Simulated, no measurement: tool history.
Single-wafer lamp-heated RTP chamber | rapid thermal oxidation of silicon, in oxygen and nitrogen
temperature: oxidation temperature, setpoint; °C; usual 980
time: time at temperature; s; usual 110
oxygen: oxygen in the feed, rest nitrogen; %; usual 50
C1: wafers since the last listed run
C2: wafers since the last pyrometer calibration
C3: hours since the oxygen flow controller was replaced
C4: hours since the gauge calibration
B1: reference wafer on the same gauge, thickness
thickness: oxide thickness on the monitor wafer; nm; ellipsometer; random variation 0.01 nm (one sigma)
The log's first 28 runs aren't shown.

{"run": 29, "hour": 724.7, "temperature": 980, "time": 87, "oxygen": 50, "C1": 216, "C2": 4178, "C3": 510.0, "C4": 203.6, "B1": 6.102, "thickness": 5.741}
{"run": 30, "hour": 754.7, "temperature": 980, "time": 110, "oxygen": 50, "C1": 271, "C2": 4449, "C3": 540.0, "C4": 233.6, "B1": 6.1, "thickness": 6.345}
{"run": 31, "hour": 786.4, "temperature": 966, "time": 110, "oxygen": 71, "C1": 286, "C2": 4736, "C3": 571.7, "C4": 265.3, "B1": 6.1, "thickness": 6.473}
{"run": 32, "hour": 815.4, "temperature": 972, "time": 127, "oxygen": 78, "C1": 262, "C2": 4998, "C3": 600.7, "C4": 294.3, "B1": 6.102, "thickness": 7.47}
{"run": 33, "hour": 830.3, "temperature": 990, "time": 56, "oxygen": 50, "C1": 134, "C2": 5132, "C3": 615.6, "C4": 309.2, "B1": 6.099, "thickness": 5.131}
{"run": 34, "hour": 853.4, "temperature": 965, "time": 110, "oxygen": 50, "C1": 208, "C2": 5341, "C3": 638.7, "C4": 332.3, "B1": 6.101, "thickness": 5.705}
{"run": 35, "hour": 881.1, "temperature": 997, "time": 73, "oxygen": 61, "C1": 250, "C2": 5592, "C3": 666.4, "C4": 360.0, "B1": 6.096, "thickness": 6.47}
{"run": 36, "hour": 903.3, "temperature": 980, "time": 110, "oxygen": 67, "C1": 200, "C2": 5792, "C3": 688.6, "C4": 382.2, "B1": 6.098, "thickness": 7.066}
{"hour": 914.4, "done": "pyrometer window cleaned and pyrometer calibrated"}
{"run": 37, "hour": 933.3, "temperature": 972, "time": 157, "oxygen": 75, "C1": 198, "C2": 170, "C3": 718.6, "C4": 412.2, "B1": 6.097, "thickness": 7.945}
{"run": 38, "hour": 950.5, "temperature": 980, "time": 110, "oxygen": 23, "C1": 155, "C2": 326, "C3": 735.8, "C4": 429.4, "B1": 6.097, "thickness": 4.852}
{"run": 39, "hour": 983.2, "temperature": 963, "time": 158, "oxygen": 30, "C1": 295, "C2": 621, "C3": 768.5, "C4": 462.1, "B1": 6.099, "thickness": 5.451}

3 ways to go on from here, each from the tool as it stands after run 39. What would each give?
{"run": "A", "hour": 983.7, "temperature": 980, "time": 110, "oxygen": 50, "C1": 4, "C2": 626, "C3": 769.0, "C4": 462.6, "B1": "?", "thickness": "?"}
{"run": "B", "hour": 983.7, "temperature": 998, "time": 110, "oxygen": 50, "C1": 4, "C2": 626, "C3": 769.0, "C4": 462.6, "B1": "?", "thickness": "?"}
{"run": "C", "hour": 983.7, "temperature": 980, "time": 89, "oxygen": 50, "C1": 4, "C2": 626, "C3": 769.0, "C4": 462.6, "B1": "?", "thickness": "?"}

run=A B1=6.100 thickness=6.232
run=B B1=6.100 thickness=7.101
run=C B1=6.100 thickness=5.691
Without the tool's hidden state the same runs would have given:
run=A thickness=6.282
run=B thickness=7.160
run=C thickness=5.735
